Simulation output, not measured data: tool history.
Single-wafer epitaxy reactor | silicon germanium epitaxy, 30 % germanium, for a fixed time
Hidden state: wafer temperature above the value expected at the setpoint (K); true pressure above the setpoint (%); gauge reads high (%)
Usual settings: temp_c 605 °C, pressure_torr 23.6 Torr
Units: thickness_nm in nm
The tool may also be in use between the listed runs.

run,hour,temp_c,pressure_torr,wafers since the last listed run,hours since the last pyrometer calibration,hours since the last manometer calibration,hours since the showerhead was replaced,hours since the gauge calibration,"read-back reference wafer on the same gauge, thickness_nm",thickness_nm
1,0,605,23.6,0,1589.1,2239.4,3733.8,125,67.819,65.84
2,7.6,605,23.6,159,1596.7,2247,3741.4,132.6,67.802,65.929
3,24.9,605,21.6,364,1614,2264.3,3758.7,149.9,67.789,64.298
4,31.3,605,21.6,134,1620.4,2270.7,3765.1,156.3,67.794,64.136
5,39,615,23.6,162,1628.1,2278.4,3772.8,164,67.799,77.209
6,46.2,610,23.6,151,1635.3,2285.6,3780,171.2,67.816,71.24
7,60.2,610,23.6,294,1649.3,2299.6,3794,185.2,67.81,71.296
8,77.8,610,23.6,370,1666.9,2317.2,3811.6,202.8,67.806,71.119
9,86.7,605,18.9,187,1675.8,2326.1,3820.5,211.7,67.809,61.917
10,103.7,597,27.7,357,1692.8,2343.1,3837.5,228.7,67.794,60.543
11,117.6,605,25.2,292,1706.7,2357,3851.4,242.6,67.817,66.881
# hour 135.6: showerhead replaced
12,136.1,605,25.2,221,1725.2,2375.5,0.5,261.1,67.804,66.847
13,142.7,617,23.6,138,1731.8,2382.1,7.1,267.7,67.813,79.37
14,149.6,617,23.6,145,1738.7,2389,14,274.6,67.787,79.258
# hour 162.6: pyrometer calibrated
15,163.1,617,23.6,115,0.5,2402.5,27.5,288.1,67.784,84.08
16,169.4,605,20,132,6.8,2408.8,33.8,294.4,67.797,66.577
17,180.4,605,29.1,231,17.8,2419.8,44.8,305.4,67.79,73.744
18,195.7,605,23.6,322,33.1,2435.1,60.1,320.7,67.816,69.648
19,207.4,617,26.8,246,44.8,2446.8,71.8,332.4,67.82,87.466
20,224.4,614,18.9,357,61.8,2463.8,88.8,349.4,67.801,75.383
# hour 242.5: capacitance manometer re-zeroed and calibrated
21,243,614,22.1,223,80.4,0.5,107.4,368,67.786,78.743
22,287.9,605,18.7,945,125.3,45.4,152.3,412.9,67.798,65.236
23,303.3,605,26.2,324,140.7,60.8,167.7,428.3,67.815,71.603
24,316.5,612,28.4,277,153.9,74,180.9,441.5,67.806,81.644
25,333,605,23.6,347,170.4,90.5,197.4,458,67.79,69.641
# hour 335.2: gauge calibrated
26,345.3,610,26.5,258,182.7,102.8,209.7,10.1,67.799,77.467
27,351.3,612,28.4,126,188.7,108.8,215.7,16.1,67.798,81.696
28,365.3,605,23.6,294,202.7,122.8,229.7,30.1,67.778,69.344
29,383.1,594,28.3,374,220.5,140.6,247.5,47.9,67.787,61.165
30,390.5,601,21.3,155,227.9,148,254.9,55.3,67.825,63.188
31,431.5,611,19.4,862,268.9,189,295.9,96.3,67.81,72.008

The same runs without the tool's hidden state, with the same run-to-run variation:
run,thickness_nm
1,68.788
2,68.895
3,67.22
4,67.062
5,80.676
6,74.486
7,74.571
8,74.42
9,64.835
10,63.472
11,70.088
12,70.086
13,83.138
14,83.035
15,83.062
16,65.762
17,72.862
18,68.842
19,86.504
20,74.58
21,77.942
22,64.635
23,70.971
24,80.96
25,69.079
26,76.872
27,81.084
28,68.842
29,60.74
30,62.768
31,71.613

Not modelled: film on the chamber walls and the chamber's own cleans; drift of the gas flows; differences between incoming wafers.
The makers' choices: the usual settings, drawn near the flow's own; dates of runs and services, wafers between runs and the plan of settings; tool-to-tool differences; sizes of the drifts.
